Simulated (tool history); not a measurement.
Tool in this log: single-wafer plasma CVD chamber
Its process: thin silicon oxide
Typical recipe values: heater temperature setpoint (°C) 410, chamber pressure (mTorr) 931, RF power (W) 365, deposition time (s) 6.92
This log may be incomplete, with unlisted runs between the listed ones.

run    hour  heater temperature setpoint (°C)  chamber pressure (mTorr)  RF power (W)  deposition time (s)  wafers since the last listed run  hours since the last thermocouple change  hours since the last RF generator calibration  hours since the last manometer calibration  hours since the showerhead was replaced  hours since the gauge calibration  read-back reference wafer on the same gauge, thickness_nm  mean film thickness on the monitor wafer (angstrom)
  1       0                               410                       931           365                 6.92                                 0                                    1563.8                                          334.8                                       874.4                                    278.4                                292                                                     13.905                                               141.81
  2    46.7                               410                       931           365                 6.92                              1759                                    1610.5                                          381.5                                       921.1                                    325.1                              338.7                                                     13.902                                               140.86
  3    82.8                               410                       931           365                 6.92                              1360                                    1646.6                                          417.6                                       957.2                                    361.2                              374.8                                                     13.874                                               142.49
      121.1  -- thermocouple changed; heater temperature recalibrated
  4   128.9                               410                       825           365                 6.57                              1435                                       7.8                                          463.7                                      1003.3                                    407.3                              420.9                                                     13.906                                               118.12
  5   206.3                               410                       825           365                 6.57                              2916                                      85.2                                          541.1                                      1080.7                                    484.7                              498.3                                                     13.894                                               118.53
  6   290.2                               410                       825           365                 6.57                              3160                                     169.1                                            625                                      1164.6                                    568.6                              582.2                                                     13.899                                               118.36
  7   346.5                               415                       843           340                 8.28                              2121                                     225.4                                          681.3                                      1220.9                                    624.9                              638.5                                                     13.902                                               146.56
  8   392.4                               402                       931           365                 6.92                              1729                                     271.3                                          727.2                                      1266.8                                    670.8                              684.4                                                     13.887                                               141.31
  9   486.3                               410                       931           365                 6.92                              3537                                     365.2                                          821.1                                      1360.7                                    764.7                              778.3                                                     13.891                                               140.02
      505.2  -- capacitance manometer re-zeroed and calibrated
 10   533.2                               410                       931           415                 6.07                              1465                                     412.1                                            868                                          28                                    811.6                              825.2                                                     13.915                                               138.02
 11   588.6                               419                       931           365                 7.92                              2087                                     467.5                                          923.4                                        83.4                                      867                              880.6                                                     13.906                                               168.93
 12   669.1                               398                       931           365                 6.92                              3032                                       548                                         1003.9                                       163.9                                    947.5                              961.1                                                     13.905                                               147.17
 13   711.3                               410                       780           330                 5.76                              1589                                     590.2                                         1046.1                                       206.1                                    989.7                             1003.3                                                     13.886                                                99.18
 14   803.3                               410                      1104           385                 6.01                              3466                                     682.2                                         1138.1                                       298.1                                   1081.7                             1095.3                                                     13.899                                               150.67
      864.9  -- RF generator calibrated
 15   896.4                               425                       931           365                 6.92                              3206                                     775.3                                           31.5                                       391.2                                   1174.8                             1188.4                                                     13.927                                                143.4
 16   958.2                               410                       931           365                 6.92                              2328                                     837.1                                           93.3                                         453                                   1236.6                             1250.2                                                     13.889                                               146.13
 17  1044.9                               410                      1047           365                 6.14                              3266                                     923.8                                            180                                       539.7                                   1323.3                             1336.9                                                     13.911                                               141.97
 18  1086.4                               410                       931           390                 6.92                              1563                                     965.3                                          221.5                                       581.2                                   1364.8                             1378.4                                                     13.888                                               148.94
 19  1147.8                               403                       736           365                 7.68                              2313                                    1026.7                                          282.9                                       642.6                                   1426.2                             1439.8                                                     13.896                                                126.5
 20  1236.2                               410                       931           365                 6.92                              3330                                    1115.1                                          371.3                                         731                                   1514.6                             1528.2                                                     13.902                                               145.05
 21  1327.6                               403                      1014           400                 7.89                              3443                                    1206.5                                          462.7                                       822.4                                     1606                             1619.6                                                     13.911                                               186.03
 22  1412.7                               410                       931           365                 5.96                              3206                                    1291.6                                          547.8                                       907.5                                   1691.1                             1704.7                                                     13.909                                               122.86
     1478.5  -- thermocouple changed; heater temperature recalibrated
 23  1491.9                               410                       931           395                 6.92                              2682                                      13.4                                            627                                       986.7                                   1770.3                             1783.9                                                     13.906                                               146.54
 24  1555.5                               410                       931           365                 6.92                              2396                                        77                                          690.6                                      1050.3                                   1833.9                             1847.5                                                     13.904                                                142.8
 25  1597.3                               424                       797           365                 6.92                              1574                                     118.8                                          732.4                                      1092.1                                   1875.7                             1889.3                                                     13.908                                                120.3
 26  1635.1                               410                       931           325                 6.92                              1424                                     156.6                                          770.2                                      1129.9                                   1913.5                             1927.1                                                     13.908                                               134.17
 27  1682.9                               410                       931           395                 5.67                              1800                                     204.4                                            818                                      1177.7                                   1961.3                             1974.9                                                     13.909                                               120.86

What if the next run were any one of these 5? Each begins from the tool's condition after run 27:
  A  1683.3                               410                       931           365                 6.92                                15                                     204.8                                          818.4                                      1178.1                                   1961.7                             1975.3                                                          ?                                                    ?
  B  1683.3                               410                      1057           365                 6.92                                15                                     204.8                                          818.4                                      1178.1                                   1961.7                             1975.3                                                          ?                                                    ?
  C  1683.3                               398                      1136           365                 6.92                                15                                     204.8                                          818.4                                      1178.1                                   1961.7                             1975.3                                                          ?                                                    ?
  D  1683.3                               410                       931           320                 6.92                                15                                     204.8                                          818.4                                      1178.1                                   1961.7                             1975.3                                                          ?                                                    ?
  E  1683.3                               404                       931           365                 6.92                                15                                     204.8                                          818.4                                      1178.1                                   1961.7                             1975.3                                                          ?                                                    ?

run  read-back reference wafer on the same gauge, thickness_nm  mean film thickness on the monitor wafer (angstrom)
  A                                                     13.897                                               140.53
  B                                                     13.897                                                156.9
  C                                                     13.897                                               166.72
  D                                                     13.897                                               131.78
  E                                                     13.897                                               141.15
Without the tool's hidden state the same runs would have given:
run  mean film thickness on the monitor wafer (angstrom)
  A                                               147.15
  B                                               162.69
  C                                               172.88
  D                                               137.99
  E                                               147.81
